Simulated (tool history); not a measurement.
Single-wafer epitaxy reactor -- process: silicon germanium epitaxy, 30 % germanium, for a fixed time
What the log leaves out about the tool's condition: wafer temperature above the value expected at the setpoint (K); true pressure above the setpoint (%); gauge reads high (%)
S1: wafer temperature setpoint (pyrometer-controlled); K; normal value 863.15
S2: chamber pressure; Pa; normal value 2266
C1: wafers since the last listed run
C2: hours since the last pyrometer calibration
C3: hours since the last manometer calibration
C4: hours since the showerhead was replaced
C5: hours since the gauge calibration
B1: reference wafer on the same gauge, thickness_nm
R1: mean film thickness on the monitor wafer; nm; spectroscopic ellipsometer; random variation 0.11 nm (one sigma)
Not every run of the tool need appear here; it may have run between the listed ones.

run 1 hour=0 | S1=863.15 S2=2026 | C1=0 C2=2158 C3=1055 C4=4019.6 C5=946.3 | B1=38.612 | R1=44.698
run 2 hour=58.1 | S1=863.15 S2=2266 | C1=802 C2=2216.1 C3=1113.1 C4=4077.7 C5=1004.4 | B1=38.598 | R1=46.243
run 3 hour=104 | S1=863.15 S2=2266 | C1=633 C2=2262 C3=1159 C4=4123.6 C5=1050.3 | B1=38.597 | R1=46.197
run 4 hour=171.2 | S1=863.15 S2=2266 | C1=927 C2=2329.2 C3=1226.2 C4=4190.8 C5=1117.5 | B1=38.6 | R1=46.248
run 5 hour=251.3 | S1=863.15 S2=2266 | C1=1106 C2=2409.3 C3=1306.3 C4=4270.9 C5=1197.6 | B1=38.617 | R1=46.187
run 6 hour=309.3 | S1=863.15 S2=2666 | C1=800 C2=2467.3 C3=1364.3 C4=4328.9 C5=1255.6 | B1=38.593 | R1=48.717
-- hour=412.7 gauge calibrated
run 7 hour=412.8 | S1=863.15 S2=2666 | C1=1429 C2=2570.8 C3=1467.8 C4=4432.4 C5=0.1 | B1=38.61 | R1=48.993
run 8 hour=485 | S1=863.15 S2=2666 | C1=996 C2=2643 C3=1540 C4=4504.6 C5=72.3 | B1=38.627 | R1=48.611
run 9 hour=606.1 | S1=863.15 S2=2266 | C1=1672 C2=2764.1 C3=1661.1 C4=4625.7 C5=193.4 | B1=38.596 | R1=46.201
run 10 hour=699.8 | S1=854.15 S2=1973 | C1=1293 C2=2857.8 C3=1754.8 C4=4719.4 C5=287.1 | B1=38.607 | R1=38.235
run 11 hour=788.9 | S1=863.15 S2=2266 | C1=1230 C2=2946.9 C3=1843.9 C4=4808.5 C5=376.2 | B1=38.593 | R1=46.218
-- hour=802.9 pyrometer calibrated
run 12 hour=833.3 | S1=863.15 S2=2266 | C1=502 C2=30.4 C3=1888.3 C4=4852.9 C5=420.6 | B1=38.605 | R1=46.216
run 13 hour=896.2 | S1=863.15 S2=2266 | C1=868 C2=93.3 C3=1951.2 C4=4915.8 C5=483.5 | B1=38.591 | R1=46.082
run 14 hour=958.2 | S1=863.15 S2=2266 | C1=856 C2=155.3 C3=2013.2 C4=4977.8 C5=545.5 | B1=38.603 | R1=46.124
run 15 hour=1017.1 | S1=875.15 S2=1733 | C1=813 C2=214.2 C3=2072.1 C4=5036.7 C5=604.4 | B1=38.616 | R1=51.617
run 16 hour=1080.6 | S1=874.15 S2=1867 | C1=876 C2=277.7 C3=2135.6 C4=5100.2 C5=667.9 | B1=38.612 | R1=52.143
-- hour=1108.2 capacitance manometer re-zeroed and calibrated
-- hour=1123.6 showerhead replaced
run 17 hour=1182.3 | S1=870.15 S2=2800 | C1=1183 C2=379.4 C3=74.1 C4=58.7 C5=769.6 | B1=38.579 | R1=55.484
run 18 hour=1244.1 | S1=863.15 S2=2266 | C1=853 C2=441.2 C3=135.9 C4=120.5 C5=831.4 | B1=38.612 | R1=46.129
run 19 hour=1290.2 | S1=868.15 S2=2506 | C1=636 C2=487.3 C3=182 C4=166.6 C5=877.5 | B1=38.594 | R1=51.746
run 20 hour=1333.8 | S1=854.15 S2=2426 | C1=602 C2=530.9 C3=225.6 C4=210.2 C5=921.1 | B1=38.619 | R1=40.686
run 21 hour=1409.9 | S1=875.15 S2=2413 | C1=1050 C2=607 C3=301.7 C4=286.3 C5=997.2 | B1=38.612 | R1=57.378
run 22 hour=1451.8 | S1=876.15 S2=2586 | C1=578 C2=648.9 C3=343.6 C4=328.2 C5=1039.1 | B1=38.588 | R1=59.454
run 23 hour=1547.6 | S1=856.15 S2=2266 | C1=1322 C2=744.7 C3=439.4 C4=424 C5=1134.9 | B1=38.6 | R1=41.237
run 24 hour=1628.2 | S1=863.15 S2=2266 | C1=1112 C2=825.3 C3=520 C4=504.6 C5=1215.5 | B1=38.597 | R1=46.364
-- hour=1703.3 gauge calibrated
run 25 hour=1714.5 | S1=877.15 S2=2093 | C1=1191 C2=911.6 C3=606.3 C4=590.9 C5=11.2 | B1=38.576 | R1=56.471
run 26 hour=1760.9 | S1=873.15 S2=2746 | C1=640 C2=958 C3=652.7 C4=637.3 C5=57.6 | B1=38.604 | R1=57.932
run 27 hour=1836.7 | S1=863.15 S2=2266 | C1=1046 C2=1033.8 C3=728.5 C4=713.1 C5=133.4 | B1=38.588 | R1=46.086
run 28 hour=1922.9 | S1=877.15 S2=1986 | C1=1190 C2=1120 C3=814.7 C4=799.3 C5=219.6 | B1=38.598 | R1=55.722
run 29 hour=2010.9 | S1=863.15 S2=2266 | C1=1215 C2=1208 C3=902.7 C4=887.3 C5=307.6 | B1=38.576 | R1=46.369
run 30 hour=2111.2 | S1=863.15 S2=2266 | C1=1384 C2=1308.3 C3=1003 C4=987.6 C5=407.9 | B1=38.601 | R1=46.384
run 31 hour=2165.8 | S1=849.15 S2=1853 | C1=753 C2=1362.9 C3=1057.6 C4=1042.2 C5=462.5 | B1=38.608 | R1=34.313
run 32 hour=2215.6 | S1=863.15 S2=2266 | C1=687 C2=1412.7 C3=1107.4 C4=1092 C5=512.3 | B1=38.6 | R1=46.057
run 33 hour=2292.6 | S1=867.15 S2=2533 | C1=1063 C2=1489.7 C3=1184.4 C4=1169 C5=589.3 | B1=38.598 | R1=51.124
run 34 hour=2336.6 | S1=863.15 S2=2266 | C1=607 C2=1533.7 C3=1228.4 C4=1213 C5=633.3 | B1=38.592 | R1=46.035

Consider 5 possible next runs. They are alternatives, not a sequence: every one starts from the tool as it was left by run 34. What does each give?
run A hour=2337 | S1=863.15 S2=1893 | C1=5 C2=1534.1 C3=1228.8 C4=1213.4 C5=633.7 | B1=? | R1=?
run B hour=2337 | S1=872.15 S2=2586 | C1=5 C2=1534.1 C3=1228.8 C4=1213.4 C5=633.7 | B1=? | R1=?
run C hour=2337 | S1=872.15 S2=2013 | C1=5 C2=1534.1 C3=1228.8 C4=1213.4 C5=633.7 | B1=? | R1=?
run D hour=2337 | S1=868.15 S2=1947 | C1=5 C2=1534.1 C3=1228.8 C4=1213.4 C5=633.7 | B1=? | R1=?
run E hour=2337 | S1=875.15 S2=1800 | C1=5 C2=1534.1 C3=1228.8 C4=1213.4 C5=633.7 | B1=? | R1=?

run=A B1=38.609 R1=43.829
run=B B1=38.609 R1=56.066
run=C B1=38.609 R1=51.733
run=D B1=38.609 R1=47.977
run=E B1=38.609 R1=52.446
Had the tool no hidden state, the same runs would have come out as:
run=A R1=43.829
run=B R1=56.066
run=C R1=51.733
run=D R1=47.977
run=E R1=52.446
